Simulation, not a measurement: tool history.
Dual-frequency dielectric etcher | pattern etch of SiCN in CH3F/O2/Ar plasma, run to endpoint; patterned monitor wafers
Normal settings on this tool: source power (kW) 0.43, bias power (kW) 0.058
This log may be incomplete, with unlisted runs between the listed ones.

run,hour,source power (kW),bias power (kW),wafers since the last listed run,hours since the last wet clean,hours since the last source power generator calibration,hours since the last bias power generator calibration,hours since the last upper electrode change,"incoming incoming film thickness, nm",endpoint time (s)
1,0,0.49,0.054,0,391,3505.9,2580,5016.4,8,20.9
2,26.4,0.49,0.054,410,417.4,3532.3,2606.4,5042.8,8.03,21
3,44.2,0.49,0.054,276,435.2,3550.1,2624.2,5060.6,7.99,21.1
4,64.4,0.43,0.058,314,455.4,3570.3,2644.4,5080.8,7.98,21.4
5,97.2,0.43,0.058,510,488.2,3603.1,2677.2,5113.6,8.01,21.4
6,129.1,0.39,0.048,496,520.1,3635,2709.1,5145.5,7.99,23.7
# hour 169.8: source power generator calibrated
# hour 170.5: wet clean of the chamber
7,171,0.39,0.048,578,0.5,1.2,2751,5187.4,8,23.2
8,186,0.43,0.058,233,15.5,16.2,2766,5202.4,7.92,20.2
9,218.5,0.43,0.058,505,48,48.7,2798.5,5234.9,7.98,20.8
# hour 229.9: bias power generator calibrated
10,251.5,0.47,0.058,451,81,81.7,21.6,5267.9,8.1,20.7
11,272.3,0.47,0.047,323,101.8,102.5,42.4,5288.7,8.05,22.2
12,291,0.43,0.058,290,120.5,121.2,61.1,5307.4,8.04,20.8
13,305.7,0.49,0.049,228,135.2,135.9,75.8,5322.1,7.93,21.3
# hour 342.2: upper electrode replaced, of another model than before
14,342.7,0.54,0.058,202,172.2,172.9,112.8,0.5,7.99,19
15,343.7,0.33,0.048,15,173.2,173.9,113.8,1.5,8.02,26.8
16,362.3,0.51,0.049,289,191.8,192.5,132.4,20.1,7.96,21.7
17,386.6,0.38,0.065,378,216.1,216.8,156.7,44.4,7.99,20.6
18,408.6,0.48,0.058,342,238.1,238.8,178.7,66.4,7.98,20.3
19,439.1,0.43,0.058,474,268.6,269.3,209.2,96.9,8.11,21.2
20,465.2,0.51,0.049,406,294.7,295.4,235.3,123,8.05,22.2

Consider 5 possible next runs. They are alternatives, not a sequence: every one starts from the tool as it was left by run 20. What does each give?
A,465.6,0.43,0.058,6,295.1,295.8,235.7,123.4,8.03,?
B,465.6,0.47,0.065,6,295.1,295.8,235.7,123.4,8.03,?
C,465.6,0.4,0.058,6,295.1,295.8,235.7,123.4,8.03,?
D,465.6,0.36,0.069,6,295.1,295.8,235.7,123.4,8.03,?
E,465.6,0.46,0.058,6,295.1,295.8,235.7,123.4,8.03,?

run,endpoint time (s)
A,21.1
B,18.9
C,21.7
D,20.4
E,20.5
Without the tool's hidden state the same runs would have given:
run,endpoint time (s)
A,20.6
B,18.5
C,21.2
D,19.9
E,20
